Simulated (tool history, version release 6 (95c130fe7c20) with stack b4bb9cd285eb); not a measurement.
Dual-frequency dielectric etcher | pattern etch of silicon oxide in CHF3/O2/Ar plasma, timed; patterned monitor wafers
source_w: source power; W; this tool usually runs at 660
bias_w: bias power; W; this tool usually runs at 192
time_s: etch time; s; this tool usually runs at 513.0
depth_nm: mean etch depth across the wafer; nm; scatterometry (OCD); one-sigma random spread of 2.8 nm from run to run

| run | hour | source_w | bias_w | time_s | wafers since the last listed run | hours since the last wet clean | hours since the last source power generator calibration | hours since the last bias power generator calibration | hours since the last upper electrode change | hours since the gauge calibration | read-back reference wafer on the same gauge, depth_nm | depth_nm |
|---|---|---|---|---|---|---|---|---|---|---|---|---|
| 1 | 0.0 | 600 | 192 | 513.0 | 0 | 378.0 | 2101.0 | 3927.6 | 1523.9 | 486.4 | 1050.4 | 1014.6 |
| 2 | 40.3 | 600 | 192 | 513.0 | 189 | 418.3 | 2141.3 | 3967.9 | 1564.2 | 526.7 | 1050.3 | 1015.3 |
|  | 148.2 | wet clean of the chamber |
| 3 | 148.7 | 730 | 192 | 513.0 | 396 | 0.5 | 2249.7 | 4076.3 | 1672.6 | 635.1 | 1049.5 | 1095.6 |
| 4 | 183.2 | 730 | 192 | 513.0 | 162 | 35.0 | 2284.2 | 4110.8 | 1707.1 | 669.6 | 1050.1 | 1096.3 |
| 5 | 284.7 | 660 | 192 | 513.0 | 477 | 136.5 | 2385.7 | 4212.3 | 1808.6 | 771.1 | 1049.7 | 1053.7 |
| 6 | 375.1 | 660 | 192 | 513.0 | 425 | 226.9 | 2476.1 | 4302.7 | 1899.0 | 861.5 | 1050.1 | 1056.9 |
| 7 | 442.9 | 660 | 192 | 513.0 | 318 | 294.7 | 2543.9 | 4370.5 | 1966.8 | 929.3 | 1050.5 | 1050.3 |
| 8 | 494.7 | 660 | 192 | 513.0 | 243 | 346.5 | 2595.7 | 4422.3 | 2018.6 | 981.1 | 1049.7 | 1055.5 |
| 9 | 563.5 | 660 | 174 | 513.0 | 323 | 415.3 | 2664.5 | 4491.1 | 2087.4 | 1049.9 | 1050.1 | 1006.2 |
|  | 656.4 | upper electrode replaced |
|  | 667.1 | wet clean of the chamber |
| 10 | 667.6 | 660 | 174 | 513.0 | 326 | 0.5 | 2768.6 | 4595.2 | 11.2 | 1154.0 | 1050.8 | 1007.8 |
|  | 738.1 | gauge calibrated |
| 11 | 846.2 | 660 | 174 | 513.0 | 840 | 179.1 | 2947.2 | 4773.8 | 189.8 | 108.1 | 1050.0 | 1007.4 |
| 12 | 897.9 | 660 | 227 | 513.0 | 243 | 230.8 | 2998.9 | 4825.5 | 241.5 | 159.8 | 1050.4 | 1147.2 |
| 13 | 966.4 | 660 | 227 | 513.0 | 322 | 299.3 | 3067.4 | 4894.0 | 310.0 | 228.3 | 1049.4 | 1144.5 |
| 14 | 1047.0 | 780 | 236 | 665.0 | 379 | 379.9 | 3148.0 | 4974.6 | 390.6 | 308.9 | 1049.6 | 1602.4 |
| 15 | 1102.2 | 560 | 192 | 513.0 | 259 | 435.1 | 3203.2 | 5029.8 | 445.8 | 364.1 | 1050.1 | 988.4 |
|  | 1135.2 | bias power generator calibrated |
|  | 1155.7 | source power generator calibrated |
| 16 | 1191.6 | 750 | 192 | 513.0 | 382 | 524.5 | 35.9 | 56.4 | 535.2 | 453.5 | 1050.1 | 1112.0 |
| 17 | 1283.0 | 660 | 192 | 513.0 | 429 | 615.9 | 127.3 | 147.8 | 626.6 | 544.9 | 1050.4 | 1057.7 |
|  | 1311.5 | wet clean of the chamber |
| 18 | 1374.9 | 660 | 192 | 513.0 | 319 | 63.4 | 219.2 | 239.7 | 718.5 | 636.8 | 1049.8 | 1057.5 |
| 19 | 1437.8 | 660 | 221 | 637.5 | 295 | 126.3 | 282.1 | 302.6 | 781.4 | 699.7 | 1050.2 | 1407.7 |
| 20 | 1551.5 | 740 | 149 | 591.5 | 534 | 240.0 | 395.8 | 416.3 | 895.1 | 813.4 | 1050.2 | 1119.6 |
| 21 | 1657.6 | 550 | 179 | 554.0 | 499 | 346.1 | 501.9 | 522.4 | 1001.2 | 919.5 | 1049.7 | 1021.8 |
| 22 | 1713.6 | 660 | 230 | 513.0 | 263 | 402.1 | 557.9 | 578.4 | 1057.2 | 975.5 | 1050.7 | 1158.5 |
| 23 | 1886.5 | 570 | 192 | 467.0 | 813 | 575.0 | 730.8 | 751.3 | 1230.1 | 1148.4 | 1050.6 | 905.7 |
|  | 1927.1 | wet clean of the chamber |
| 24 | 1967.5 | 760 | 192 | 513.0 | 268 | 40.4 | 811.8 | 832.3 | 1311.1 | 1229.4 | 1050.5 | 1105.8 |
| 25 | 2033.7 | 570 | 161 | 456.0 | 311 | 106.6 | 878.0 | 898.5 | 1377.3 | 1295.6 | 1049.8 | 811.4 |
| 26 | 2130.5 | 580 | 224 | 368.0 | 455 | 203.4 | 974.8 | 995.3 | 1474.1 | 1392.4 | 1049.9 | 775.4 |
|  | 2207.5 | gauge calibrated |
| 27 | 2214.6 | 510 | 237 | 419.5 | 395 | 287.5 | 1058.9 | 1079.4 | 1558.2 | 7.1 | 1050.4 | 866.2 |
| 28 | 2266.6 | 660 | 192 | 513.0 | 244 | 339.5 | 1110.9 | 1131.4 | 1610.2 | 59.1 | 1049.7 | 1055.9 |
| 29 | 2320.8 | 590 | 236 | 553.0 | 254 | 393.7 | 1165.1 | 1185.6 | 1664.4 | 113.3 | 1049.7 | 1205.7 |

Below are 4 alternative next runs, each starting from the tool's condition after run 29. Predict each:
| A | 2321.4 | 660 | 212 | 513.0 | 2 | 394.3 | 1165.7 | 1186.2 | 1665.0 | 113.9 | ? | ? |
| B | 2321.4 | 540 | 192 | 383.5 | 2 | 394.3 | 1165.7 | 1186.2 | 1665.0 | 113.9 | ? | ? |
| C | 2321.4 | 790 | 212 | 513.0 | 2 | 394.3 | 1165.7 | 1186.2 | 1665.0 | 113.9 | ? | ? |
| D | 2321.4 | 730 | 214 | 556.0 | 2 | 394.3 | 1165.7 | 1186.2 | 1665.0 | 113.9 | ? | ? |

| run | read-back reference wafer on the same gauge, depth_nm | depth_nm |
|---|---|---|
| A | 1050.4 | 1104.9 |
| B | 1050.4 | 728.8 |
| C | 1050.4 | 1183.2 |
| D | 1050.4 | 1250.0 |
With no hidden state in the tool, these same runs would have given:
| run | depth_nm |
|---|---|
| A | 1104.9 |
| B | 728.8 |
| C | 1183.2 |
| D | 1250.0 |
